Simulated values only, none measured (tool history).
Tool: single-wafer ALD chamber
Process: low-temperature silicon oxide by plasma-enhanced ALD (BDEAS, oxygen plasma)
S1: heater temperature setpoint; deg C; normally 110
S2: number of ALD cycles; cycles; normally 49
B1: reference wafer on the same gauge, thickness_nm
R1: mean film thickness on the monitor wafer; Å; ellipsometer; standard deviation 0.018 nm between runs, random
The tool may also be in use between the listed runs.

Run 1, hour 0: usual settings; B1 5.689. Result: R1 70.59 Å.
Run 2, hour 7.8: usual settings; B1 5.694. Result: R1 70.57 Å.
Run 3, hour 15.6: usual settings; B1 5.69. Result: R1 70.66 Å.
Run 4, hour 23.5: usual settings; B1 5.692. Result: R1 70.55 Å.
Run 5, hour 47.1: usual settings but S1 98 deg C; B1 5.689. Result: R1 72.07 Å.
Run 6, hour 60.4: usual settings but S1 98 deg C; B1 5.684. Result: R1 72.02 Å.
Run 7, hour 75.1: usual settings but S1 98 deg C; B1 5.697. Result: R1 72.04 Å.
Run 8, hour 81.6: usual settings; B1 5.696. Result: R1 70.81 Å.
Run 9, hour 103.5: usual settings; B1 5.691. Result: R1 70.49 Å.
Run 10, hour 109.2: usual settings but S1 106 deg C, S2 47 cycles; B1 5.689. Result: R1 67.99 Å.
Run 11, hour 120.3: usual settings; B1 5.691. Result: R1 70.64 Å.
Run 12, hour 136: usual settings; B1 5.685. Result: R1 70.52 Å.
Run 13, hour 147.8: usual settings; B1 5.689. Result: R1 70.69 Å.
Run 14, hour 158: usual settings but S1 120 deg C, S2 43 cycles; B1 5.688. Result: R1 60.81 Å.
Run 15, hour 175.1: usual settings but S1 98 deg C, S2 53 cycles; B1 5.695. Result: R1 77.85 Å.
Run 16, hour 185.6: usual settings but S1 122 deg C, S2 45 cycles; B1 5.693. Result: R1 63.24 Å.
Run 17, hour 201.8: usual settings but S1 106 deg C; B1 5.689. Result: R1 71.16 Å.
Run 18, hour 218.5: usual settings but S1 105 deg C, S2 42 cycles; B1 5.688. Result: R1 60.86 Å.
Run 19, hour 234.6: usual settings; B1 5.683. Result: R1 70.34 Å.
Run 20, hour 248.7: usual settings but S1 115 deg C, S2 45 cycles; B1 5.696. Result: R1 64.17 Å.
Run 21, hour 261.8: usual settings; B1 5.69. Result: R1 70.52 Å.
Run 22, hour 273.5: usual settings but S1 100 deg C, S2 42 cycles; B1 5.682. Result: R1 61.54 Å.
Run 23, hour 289.4: usual settings; B1 5.697. Result: R1 70.51 Å.
Run 24, hour 306.6: usual settings but S1 104 deg C; B1 5.691. Result: R1 71.32 Å.
Run 25, hour 321: usual settings but S1 106 deg C, S2 46 cycles; B1 5.685. Result: R1 66.61 Å.

Missing from the log above: 3 entries noted between runs. For each, name the pair of listed runs it sits between and say how the tool's hidden condition differs from the listed run just before to the listed run just after:
After run 8, before run 9: thermocouple changed; heater temperature recalibrated (hour 103)
  no hidden state differs between the two runs
After run 11, before run 12: gauge calibrated (hour 126.3)
  no hidden state differs between the two runs
After run 23, before run 24: gauge calibrated (hour 306.5)
  no hidden state differs between the two runs
